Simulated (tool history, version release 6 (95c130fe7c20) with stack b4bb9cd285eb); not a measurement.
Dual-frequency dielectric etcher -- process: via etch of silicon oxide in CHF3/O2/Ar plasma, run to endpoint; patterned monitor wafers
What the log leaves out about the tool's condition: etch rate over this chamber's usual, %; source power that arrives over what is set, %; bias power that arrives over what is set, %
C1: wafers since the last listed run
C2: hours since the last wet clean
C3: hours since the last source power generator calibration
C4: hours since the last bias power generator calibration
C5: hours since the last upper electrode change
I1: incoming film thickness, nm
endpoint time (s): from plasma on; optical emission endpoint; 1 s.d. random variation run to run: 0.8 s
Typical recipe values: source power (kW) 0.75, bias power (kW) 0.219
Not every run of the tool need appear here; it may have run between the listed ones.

Run 1, day 0: usual settings; C1 0; C2 292.4; C3 2268.4; C4 4811.9; C5 1809; I1 434. Result: endpoint time (s) 193.5.
Run 2, day 0.533: usual settings; C1 66; C2 305.2; C3 2281.2; C4 4824.7; C5 1821.8; I1 437.2. Result: endpoint time (s) 196.8.
Run 3, day 1.071: usual settings; C1 66; C2 318.1; C3 2294.1; C4 4837.6; C5 1834.7; I1 435.3. Result: endpoint time (s) 195.7.
Run 4, day 1.433: usual settings; C1 45; C2 326.8; C3 2302.8; C4 4846.3; C5 1843.4; I1 439.4. Result: endpoint time (s) 197.1.
At day 2.508: upper electrode replaced.
Run 5, day 2.529: usual settings; C1 11; C2 353.1; C3 2329.1; C4 4872.6; C5 0.5; I1 433. Result: endpoint time (s) 193.9.
Run 6, day 2.546: usual settings; C1 2; C2 353.5; C3 2329.5; C4 4873; C5 0.9; I1 436.7. Result: endpoint time (s) 195.4.
Run 7, day 3.246: usual settings; C1 87; C2 370.3; C3 2346.3; C4 4889.8; C5 17.7; I1 430.1. Result: endpoint time (s) 195.5.
At day 5.054: source power generator calibrated.
At day 5.229: wet clean of the chamber.
Run 8, day 5.25: usual settings but source power (kW) 0.83; C1 206; C2 0.5; C3 4.7; C4 4937.9; C5 65.8; I1 432. Result: endpoint time (s) 180.4.
Run 9, day 5.458: usual settings; C1 25; C2 5.5; C3 9.7; C4 4942.9; C5 70.8; I1 430.5. Result: endpoint time (s) 186.
At day 5.858: bias power generator calibrated.
Run 10, day 5.879: usual settings but source power (kW) 0.65, bias power (kW) 0.2; C1 31; C2 15.6; C3 19.8; C4 0.5; C5 80.9; I1 436.5. Result: endpoint time (s) 203.2.
Run 11, day 6.192: usual settings but source power (kW) 0.65; C1 38; C2 23.1; C3 27.3; C4 8; C5 88.4; I1 434.9. Result: endpoint time (s) 198.4.
Run 12, day 6.667: usual settings; C1 59; C2 34.5; C3 38.7; C4 19.4; C5 99.8; I1 432.1. Result: endpoint time (s) 187.6.
Run 13, day 6.933: usual settings but bias power (kW) 0.269; C1 33; C2 40.9; C3 45.1; C4 25.8; C5 106.2; I1 434.6. Result: endpoint time (s) 179.9.
Run 14, day 7.404: usual settings but source power (kW) 0.66, bias power (kW) 0.184; C1 58; C2 52.2; C3 56.4; C4 37.1; C5 117.5; I1 433.1. Result: endpoint time (s) 206.8.

Forecast each of these 5 alternatives for the next run:
Run A, day 7.425: usual settings; C1 2; C2 52.7; C3 56.9; C4 37.6; C5 118; I1 434.1. Result: endpoint time (s) ?.
Run B, day 7.425: usual settings but source power (kW) 0.94, bias power (kW) 0.18; C1 2; C2 52.7; C3 56.9; C4 37.6; C5 118; I1 434.1. Result: endpoint time (s) ?.
Run C, day 7.425: usual settings but source power (kW) 0.61, bias power (kW) 0.245; C1 2; C2 52.7; C3 56.9; C4 37.6; C5 118; I1 434.1. Result: endpoint time (s) ?.
Run D, day 7.425: usual settings but source power (kW) 0.81; C1 2; C2 52.7; C3 56.9; C4 37.6; C5 118; I1 434.1. Result: endpoint time (s) ?.
Run E, day 7.425: usual settings but source power (kW) 0.65, bias power (kW) 0.239; C1 2; C2 52.7; C3 56.9; C4 37.6; C5 118; I1 434.1. Result: endpoint time (s) ?.

run  endpoint time (s)
  A                190
  B              182.5
  C              199.4
  D              184.7
  E                196
Had the tool no hidden state, the same runs would have come out as:
run  endpoint time (s)
  A              187.6
  B              180.2
  C              196.9
  D              182.4
  E              193.6

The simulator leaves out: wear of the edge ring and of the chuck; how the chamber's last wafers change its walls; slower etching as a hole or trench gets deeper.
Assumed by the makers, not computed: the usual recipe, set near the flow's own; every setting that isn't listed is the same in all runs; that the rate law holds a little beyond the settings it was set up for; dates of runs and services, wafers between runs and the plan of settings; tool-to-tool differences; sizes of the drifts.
